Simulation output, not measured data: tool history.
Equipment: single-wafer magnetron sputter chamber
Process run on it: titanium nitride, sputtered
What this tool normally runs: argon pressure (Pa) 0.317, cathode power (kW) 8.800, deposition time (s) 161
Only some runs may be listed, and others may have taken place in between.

| run | hour | argon pressure (Pa) | cathode power (kW) | deposition time (s) | read-back reference wafer on the same gauge, thickness_nm | mean film thickness on the monitor wafer (Å) |
|---|---|---|---|---|---|---|
| 1 | 0.0 | 0.317 | 8.800 | 161 | 252.990 | 2684.69 |
| 2 | 107.2 | 0.385 | 8.800 | 161 | 252.951 | 2639.47 |
| 3 | 200.3 | 0.385 | 8.800 | 161 | 252.978 | 2643.07 |
| 4 | 284.3 | 0.385 | 8.800 | 161 | 253.086 | 2635.15 |
| 5 | 322.0 | 0.317 | 10.000 | 161 | 252.900 | 2983.93 |
| 6 | 363.1 | 0.317 | 8.800 | 161 | 252.966 | 2685.43 |
|  | 372.0 | sputter target and shields replaced |
| 7 | 441.2 | 0.317 | 8.800 | 161 | 252.952 | 2701.80 |
| 8 | 481.0 | 0.317 | 8.800 | 161 | 253.070 | 2700.13 |
| 9 | 550.3 | 0.317 | 8.800 | 153 | 253.012 | 2564.35 |
|  | 625.7 | magnet pack replaced |
| 10 | 849.1 | 0.317 | 8.800 | 161 | 252.949 | 2714.27 |
| 11 | 930.1 | 0.317 | 8.800 | 170 | 253.043 | 2871.63 |
| 12 | 980.0 | 0.317 | 8.800 | 161 | 252.997 | 2716.89 |
| 13 | 1047.8 | 0.421 | 9.700 | 147 | 253.129 | 2575.68 |
|  | 1056.2 | sputter target and shields replaced |
| 14 | 1366.3 | 0.256 | 8.050 | 175 | 252.974 | 2815.34 |
| 15 | 1436.1 | 0.317 | 8.800 | 161 | 252.954 | 2711.74 |
| 16 | 1497.8 | 0.400 | 8.800 | 161 | 252.959 | 2632.45 |
| 17 | 1568.5 | 0.436 | 8.800 | 161 | 253.112 | 2609.92 |
| 18 | 1605.5 | 0.317 | 8.800 | 161 | 253.041 | 2715.87 |
| 19 | 1682.9 | 0.317 | 8.800 | 161 | 253.118 | 2711.65 |
|  | 1750.3 | capacitance manometer re-zeroed and calibrated |
| 20 | 1790.7 | 0.398 | 8.800 | 161 | 253.069 | 2607.54 |
| 21 | 1890.5 | 0.317 | 9.400 | 161 | 252.930 | 2811.41 |
|  | 1911.9 | sputter target and shields replaced |
| 22 | 1996.7 | 0.317 | 9.900 | 134 | 252.984 | 2440.56 |
|  | 2021.2 | gauge calibrated |
| 23 | 2069.4 | 0.317 | 9.950 | 161 | 252.860 | 2943.40 |
| 24 | 2164.6 | 0.411 | 8.100 | 190 | 253.055 | 2888.79 |
| 25 | 2260.3 | 0.317 | 8.800 | 185 | 252.941 | 3104.23 |

Run 26 is up next; what results do you expect?
| 26 | 2344.2 | 0.317 | 6.950 | 180 | ? | ? |

read-back reference wafer on the same gauge, thickness_nm: 252.988
mean film thickness on the monitor wafer (Å): 2543.96
Had the tool carried no hidden state, the very same run would have given mean film thickness on the monitor wafer (Å) 2528.82.

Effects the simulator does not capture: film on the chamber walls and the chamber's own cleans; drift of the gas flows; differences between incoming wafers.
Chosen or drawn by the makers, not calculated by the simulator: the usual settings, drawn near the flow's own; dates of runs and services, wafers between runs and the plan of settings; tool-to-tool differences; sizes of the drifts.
